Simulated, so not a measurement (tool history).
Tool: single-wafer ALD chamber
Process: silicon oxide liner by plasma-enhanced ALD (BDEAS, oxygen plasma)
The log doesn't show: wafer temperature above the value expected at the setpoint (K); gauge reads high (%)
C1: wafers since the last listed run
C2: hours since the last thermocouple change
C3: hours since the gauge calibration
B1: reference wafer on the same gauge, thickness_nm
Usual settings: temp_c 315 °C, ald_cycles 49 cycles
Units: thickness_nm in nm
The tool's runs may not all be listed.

{"run": 1, "hour": 0.0, "temp_c": 315, "ald_cycles": 54, "C1": 0, "C2": 733.6, "C3": 1376.0, "B1": 3.838, "thickness_nm": 4.818}
{"run": 2, "hour": 63.3, "temp_c": 315, "ald_cycles": 45, "C1": 390, "C2": 796.9, "C3": 1439.3, "B1": 3.837, "thickness_nm": 4.032}
{"run": 3, "hour": 112.3, "temp_c": 315, "ald_cycles": 57, "C1": 302, "C2": 845.9, "C3": 1488.3, "B1": 3.839, "thickness_nm": 5.093}
{"run": 4, "hour": 171.6, "temp_c": 315, "ald_cycles": 57, "C1": 366, "C2": 905.2, "C3": 1547.6, "B1": 3.841, "thickness_nm": 5.095}
{"run": 5, "hour": 220.9, "temp_c": 305, "ald_cycles": 55, "C1": 304, "C2": 954.5, "C3": 1596.9, "B1": 3.842, "thickness_nm": 5.03}
{"run": 6, "hour": 251.1, "temp_c": 305, "ald_cycles": 55, "C1": 186, "C2": 984.7, "C3": 1627.1, "B1": 3.839, "thickness_nm": 5.01}
{"run": 7, "hour": 361.5, "temp_c": 305, "ald_cycles": 55, "C1": 681, "C2": 1095.1, "C3": 1737.5, "B1": 3.84, "thickness_nm": 5.007}
{"run": 8, "hour": 393.4, "temp_c": 308, "ald_cycles": 49, "C1": 197, "C2": 1127.0, "C3": 1769.4, "B1": 3.84, "thickness_nm": 4.425}
{"run": 9, "hour": 430.8, "temp_c": 308, "ald_cycles": 49, "C1": 230, "C2": 1164.4, "C3": 1806.8, "B1": 3.84, "thickness_nm": 4.434}
{"run": 10, "hour": 482.9, "temp_c": 308, "ald_cycles": 49, "C1": 321, "C2": 1216.5, "C3": 1858.9, "B1": 3.839, "thickness_nm": 4.416}
{"run": 11, "hour": 552.3, "temp_c": 315, "ald_cycles": 49, "C1": 428, "C2": 1285.9, "C3": 1928.3, "B1": 3.84, "thickness_nm": 4.373}
{"run": 12, "hour": 597.1, "temp_c": 315, "ald_cycles": 49, "C1": 276, "C2": 1330.7, "C3": 1973.1, "B1": 3.839, "thickness_nm": 4.394}
{"run": 13, "hour": 643.7, "temp_c": 315, "ald_cycles": 49, "C1": 287, "C2": 1377.3, "C3": 2019.7, "B1": 3.839, "thickness_nm": 4.377}
{"run": 14, "hour": 710.7, "temp_c": 319, "ald_cycles": 49, "C1": 413, "C2": 1444.3, "C3": 2086.7, "B1": 3.84, "thickness_nm": 4.36}
{"run": 15, "hour": 762.0, "temp_c": 319, "ald_cycles": 49, "C1": 316, "C2": 1495.6, "C3": 2138.0, "B1": 3.84, "thickness_nm": 4.334}
{"run": 16, "hour": 805.3, "temp_c": 319, "ald_cycles": 49, "C1": 267, "C2": 1538.9, "C3": 2181.3, "B1": 3.837, "thickness_nm": 4.352}
{"hour": 821.4, "done": "gauge calibrated"}
{"run": 17, "hour": 869.9, "temp_c": 315, "ald_cycles": 43, "C1": 398, "C2": 1603.5, "C3": 48.5, "B1": 3.84, "thickness_nm": 3.83}
{"run": 18, "hour": 929.7, "temp_c": 315, "ald_cycles": 43, "C1": 369, "C2": 1663.3, "C3": 108.3, "B1": 3.84, "thickness_nm": 3.845}
{"run": 19, "hour": 996.2, "temp_c": 315, "ald_cycles": 43, "C1": 410, "C2": 1729.8, "C3": 174.8, "B1": 3.841, "thickness_nm": 3.836}
{"run": 20, "hour": 1035.9, "temp_c": 315, "ald_cycles": 49, "C1": 245, "C2": 1769.5, "C3": 214.5, "B1": 3.839, "thickness_nm": 4.379}
{"run": 21, "hour": 1074.5, "temp_c": 315, "ald_cycles": 56, "C1": 238, "C2": 1808.1, "C3": 253.1, "B1": 3.842, "thickness_nm": 4.987}
{"run": 22, "hour": 1108.6, "temp_c": 315, "ald_cycles": 56, "C1": 210, "C2": 1842.2, "C3": 287.2, "B1": 3.84, "thickness_nm": 5.02}
{"run": 23, "hour": 1160.8, "temp_c": 315, "ald_cycles": 56, "C1": 322, "C2": 1894.4, "C3": 339.4, "B1": 3.84, "thickness_nm": 4.983}
{"run": 24, "hour": 1212.6, "temp_c": 324, "ald_cycles": 51, "C1": 319, "C2": 1946.2, "C3": 391.2, "B1": 3.839, "thickness_nm": 4.469}
{"run": 25, "hour": 1276.7, "temp_c": 309, "ald_cycles": 49, "C1": 395, "C2": 2010.3, "C3": 455.3, "B1": 3.84, "thickness_nm": 4.411}
{"run": 26, "hour": 1311.1, "temp_c": 315, "ald_cycles": 49, "C1": 212, "C2": 2044.7, "C3": 489.7, "B1": 3.839, "thickness_nm": 4.382}
{"run": 27, "hour": 1352.5, "temp_c": 327, "ald_cycles": 55, "C1": 255, "C2": 2086.1, "C3": 531.1, "B1": 3.84, "thickness_nm": 4.829}
{"run": 28, "hour": 1394.0, "temp_c": 307, "ald_cycles": 46, "C1": 256, "C2": 2127.6, "C3": 572.6, "B1": 3.839, "thickness_nm": 4.204}
{"hour": 1402.3, "done": "thermocouple changed; heater temperature recalibrated"}
{"run": 29, "hour": 1451.1, "temp_c": 315, "ald_cycles": 59, "C1": 303, "C2": 48.8, "C3": 629.7, "B1": 3.84, "thickness_nm": 5.227}
{"run": 30, "hour": 1504.5, "temp_c": 302, "ald_cycles": 55, "C1": 329, "C2": 102.2, "C3": 683.1, "B1": 3.841, "thickness_nm": 4.991}
{"run": 31, "hour": 1549.8, "temp_c": 306, "ald_cycles": 57, "C1": 279, "C2": 147.5, "C3": 728.4, "B1": 3.84, "thickness_nm": 5.129}
{"run": 32, "hour": 1611.4, "temp_c": 315, "ald_cycles": 49, "C1": 380, "C2": 209.1, "C3": 790.0, "B1": 3.843, "thickness_nm": 4.353}
{"run": 33, "hour": 1681.8, "temp_c": 330, "ald_cycles": 45, "C1": 434, "C2": 279.5, "C3": 860.4, "B1": 3.841, "thickness_nm": 3.911}
{"run": 34, "hour": 1730.7, "temp_c": 315, "ald_cycles": 57, "C1": 302, "C2": 328.4, "C3": 909.3, "B1": 3.841, "thickness_nm": 5.034}
{"run": 35, "hour": 1775.4, "temp_c": 315, "ald_cycles": 49, "C1": 276, "C2": 373.1, "C3": 954.0, "B1": 3.838, "thickness_nm": 4.371}
{"run": 36, "hour": 1834.1, "temp_c": 319, "ald_cycles": 49, "C1": 362, "C2": 431.8, "C3": 1012.7, "B1": 3.838, "thickness_nm": 4.34}
{"run": 37, "hour": 1867.1, "temp_c": 308, "ald_cycles": 43, "C1": 203, "C2": 464.8, "C3": 1045.7, "B1": 3.841, "thickness_nm": 3.882}
{"run": 38, "hour": 1991.6, "temp_c": 319, "ald_cycles": 46, "C1": 768, "C2": 589.3, "C3": 1170.2, "B1": 3.84, "thickness_nm": 4.051}
{"run": 39, "hour": 2025.7, "temp_c": 315, "ald_cycles": 53, "C1": 210, "C2": 623.4, "C3": 1204.3, "B1": 3.84, "thickness_nm": 4.692}
{"run": 40, "hour": 2102.0, "temp_c": 322, "ald_cycles": 40, "C1": 471, "C2": 699.7, "C3": 1280.6, "B1": 3.84, "thickness_nm": 3.529}
{"run": 41, "hour": 2126.8, "temp_c": 315, "ald_cycles": 49, "C1": 153, "C2": 724.5, "C3": 1305.4, "B1": 3.84, "thickness_nm": 4.37}
{"run": 42, "hour": 2177.1, "temp_c": 315, "ald_cycles": 49, "C1": 310, "C2": 774.8, "C3": 1355.7, "B1": 3.839, "thickness_nm": 4.38}
{"run": 43, "hour": 2216.8, "temp_c": 321, "ald_cycles": 58, "C1": 245, "C2": 814.5, "C3": 1395.4, "B1": 3.84, "thickness_nm": 5.1}
{"run": 44, "hour": 2256.1, "temp_c": 329, "ald_cycles": 41, "C1": 242, "C2": 853.8, "C3": 1434.7, "B1": 3.84, "thickness_nm": 3.582}
{"run": 45, "hour": 2316.0, "temp_c": 311, "ald_cycles": 49, "C1": 369, "C2": 913.7, "C3": 1494.6, "B1": 3.837, "thickness_nm": 4.413}
{"run": 46, "hour": 2352.7, "temp_c": 315, "ald_cycles": 49, "C1": 226, "C2": 950.4, "C3": 1531.3, "B1": 3.839, "thickness_nm": 4.355}
{"run": 47, "hour": 2418.2, "temp_c": 302, "ald_cycles": 52, "C1": 404, "C2": 1015.9, "C3": 1596.8, "B1": 3.842, "thickness_nm": 4.808}

Some steps in thickness_nm between neighbouring runs. How much of each would the tool show without its hidden state too (settings, what came in, random variation), and how much is left for the hidden state, with any gauge scatter that isn't in both results?
Run 7 -> 8: temp_c 305 -> 308, ald_cycles 55 -> 49. thickness_nm -0.582 nm: hidden state -0.029, all else -0.553.
Run 28 -> 29: temp_c 307 -> 315, ald_cycles 46 -> 59, thermocouple changed; heater temperature recalibrated. thickness_nm +1.023 nm: hidden state -0.047, all else +1.070.
Run 33 -> 34: temp_c 330 -> 315, ald_cycles 45 -> 57. thickness_nm +1.123 nm: hidden state +0.005, all else +1.118.
Run 39 -> 40: temp_c 315 -> 322, ald_cycles 53 -> 40. thickness_nm -1.163 nm: hidden state -0.006, all else -1.157.
Run 43 -> 44: temp_c 321 -> 329, ald_cycles 58 -> 41. thickness_nm -1.518 nm: hidden state -0.010, all else -1.508.
Run 46 -> 47: temp_c 315 -> 302, ald_cycles 49 -> 52. thickness_nm +0.453 nm: hidden state +0.062, all else +0.391.
